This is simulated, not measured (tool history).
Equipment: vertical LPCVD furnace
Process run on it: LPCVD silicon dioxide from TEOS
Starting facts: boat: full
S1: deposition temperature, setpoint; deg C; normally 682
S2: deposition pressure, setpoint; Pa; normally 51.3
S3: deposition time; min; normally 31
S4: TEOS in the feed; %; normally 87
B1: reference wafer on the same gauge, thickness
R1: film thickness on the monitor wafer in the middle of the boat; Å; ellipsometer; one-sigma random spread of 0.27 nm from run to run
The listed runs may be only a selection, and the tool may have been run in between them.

run	hour	S1	S2	S3	S4	B1	R1
1	0	682	48.7	31	87	193	1988
2	18.1	682	48.7	31	87	192.93	1993.2
3	32.5	682	48.7	31	87	192.97	1990
4	60.9	682	51.3	31	87	192.96	2042.9
5	84.3	682	51.3	31	87	192.95	2043.2
6	104.1	682	51.3	31	87	192.92	2043.9
7	117.1	682	51.3	31	87	193.04	2044
8	133.4	674	51.3	31	96	192.96	1773.7
# hour 137: gauge calibrated
# hour 189.7: pressure gauge zeroed
# hour 209.9: TEOS flow controller replaced
# hour 229.1: thermocouples replaced and temperature profile calibrated
9	229.6	682	60.7	31	87	192.94	1992.6
10	234.3	682	60	31	70	192.99	1776.5
11	238.9	682	51.3	31	87	193.1	1825.7
12	243.6	682	51.3	31	87	192.98	1838
13	271.4	692	51.3	31	87	193.01	2333.3

What will run 14 give?
14	286.4	682	60	31	70	?	?

Run 14 gave B1 192.99, R1 1778 Å.
Were there no unlogged condition in the tool, this run, its random variation unchanged, would have produced R1 1766.9 Å.
